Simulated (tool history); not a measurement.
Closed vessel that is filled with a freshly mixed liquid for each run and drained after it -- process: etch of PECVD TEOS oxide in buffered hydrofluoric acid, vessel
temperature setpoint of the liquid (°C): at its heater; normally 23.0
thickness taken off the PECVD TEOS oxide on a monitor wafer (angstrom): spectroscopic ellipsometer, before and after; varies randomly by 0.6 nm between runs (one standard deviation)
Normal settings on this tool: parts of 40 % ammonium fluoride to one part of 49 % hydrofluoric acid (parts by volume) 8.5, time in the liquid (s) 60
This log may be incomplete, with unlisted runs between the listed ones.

run	hour	temperature setpoint of the liquid (°C)	parts of 40 % ammonium fluoride to one part of 49 % hydrofluoric acid (parts by volume)	time in the liquid (s)	read-back film thickness of the PECVD TEOS oxide reference wafer, read on the same gauge (nm)	thickness taken off the PECVD TEOS oxide on a monitor wafer (angstrom)
1	0.0	23.0	8.5	60	80.00	996.1
2	28.1	23.0	8.5	60	80.01	996.4
3	45.6	23.0	8.5	50	79.97	820.2
4	77.7	23.0	8.5	50	79.99	833.3
5	108.3	25.0	8.5	60	80.00	1113.7
# hour 113.3: thermometer replaced
6	121.4	25.0	8.5	60	80.00	1120.7
7	144.1	23.0	8.5	60	79.99	1015.2
8	166.4	23.0	8.5	75	80.01	1256.9
9	198.3	23.0	8.5	75	80.00	1256.1
10	219.3	23.0	8.5	60	79.99	1015.4
# hour 228.3: gauge calibrated
11	237.6	23.0	8.5	60	80.00	1008.7
12	262.3	23.0	8.5	60	80.01	1005.2
# hour 268.0: hydrofluoric acid flow meter replaced
13	293.5	23.0	8.5	90	79.99	1422.8
14	308.4	23.0	8.5	60	80.01	948.3
15	336.7	18.5	11.0	60	80.01	591.1
16	370.0	18.5	8.5	30	80.01	370.9
17	383.1	23.0	8.5	60	79.98	944.5
18	396.1	23.0	8.5	60	79.98	954.9
19	410.5	20.0	10.0	50	79.99	587.0
20	435.4	23.0	8.5	60	79.99	957.3
21	451.2	23.0	8.5	60	79.99	943.4
22	466.6	20.0	6.0	85	79.96	1603.3
23	499.4	23.0	10.0	60	80.02	841.2
24	512.3	19.5	5.5	80	79.98	1598.6
25	609.6	25.0	10.0	40	80.00	620.2
26	626.2	26.5	5.0	60	80.00	1909.7
27	662.0	21.5	7.0	90	80.02	1625.9
28	685.4	23.0	8.5	60	79.99	965.0
29	719.2	23.0	8.5	60	80.00	971.2
30	736.3	18.5	8.5	35	79.96	434.3
31	762.4	27.0	10.5	75	79.99	1250.1
32	789.6	19.5	10.5	75	79.97	829.7
33	820.4	23.0	10.5	30	80.01	405.9

Here are 4 independent what-if runs from the current tool condition. What would each one return?
A	821.1	23.0	8.5	60	?	?
B	821.1	20.0	11.5	60	?	?
C	821.1	23.0	5.5	75	?	?
D	821.1	24.5	7.5	40	?	?

run	read-back film thickness of the PECVD TEOS oxide reference wafer, read on the same gauge (nm)	thickness taken off the PECVD TEOS oxide on a monitor wafer (angstrom)
A	79.98	970.0
B	79.98	628.8
C	79.98	1829.8
D	79.98	803.6
The same runs, with their run-to-run variation unchanged, on a tool lacking any hidden condition would have given:
run	thickness taken off the PECVD TEOS oxide on a monitor wafer (angstrom)
A	944.7
B	614.0
C	1792.3
D	782.7
